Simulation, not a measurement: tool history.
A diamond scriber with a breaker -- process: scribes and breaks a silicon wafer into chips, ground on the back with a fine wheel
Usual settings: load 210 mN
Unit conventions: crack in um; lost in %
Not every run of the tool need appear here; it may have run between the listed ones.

run,hour,load,wafers since the last listed run,hours since the diamond tip was replaced,hours since the load on the tip was calibrated,"incoming depth of the damage left on the back of the incoming wafer, um",crack,lost
1,0.0,210,0,326.8,1629.5,2.31,9.60,3.83
2,34.3,210,65,361.1,1663.8,2.79,9.59,4.91
3,57.9,210,45,384.7,1687.4,2.98,9.61,5.50
4,84.3,240,50,411.1,1713.8,2.69,10.35,8.95
5,108.0,240,45,434.8,1737.5,2.11,10.32,6.84
6,141.0,210,63,467.8,1770.5,1.89,9.59,3.11
7,156.2,210,29,483.0,1785.7,2.42,9.54,3.80
8,184.9,210,54,511.7,1814.4,1.79,9.55,2.73
9,207.5,230,43,534.3,1837.0,2.59,10.05,5.75
10,232.9,265,48,559.7,1862.4,2.86,10.94,13.09
11,248.6,163,30,575.4,1878.1,2.63,8.25,8.17
# hour 255.5: load on the tip recalibrated
12,276.1,269,48,602.9,20.6,1.87,10.20,6.25
# hour 279.9: diamond tip replaced by a new one
13,303.8,160,49,23.9,48.3,2.85,7.97,12.19
14,332.0,265,53,52.1,76.5,1.76,10.56,9.24
15,349.2,239,32,69.3,93.7,1.81,9.93,4.56
16,369.4,210,38,89.5,113.9,2.11,9.21,2.95

Each row is a separate what-if for the run after 16, all from the same tool condition, not one after another. Results?
A,370.0,166,1,90.1,114.5,1.88,?,?
B,370.0,227,1,90.1,114.5,1.88,?,?
C,370.0,167,1,90.1,114.5,1.88,?,?

run,crack,lost
A,8.06,7.43
B,9.61,3.18
C,8.09,7.18
Without the tool's unlogged condition, the same runs would have read:
run,crack,lost
A,7.98,8.23
B,9.52,2.89
C,8.01,7.95
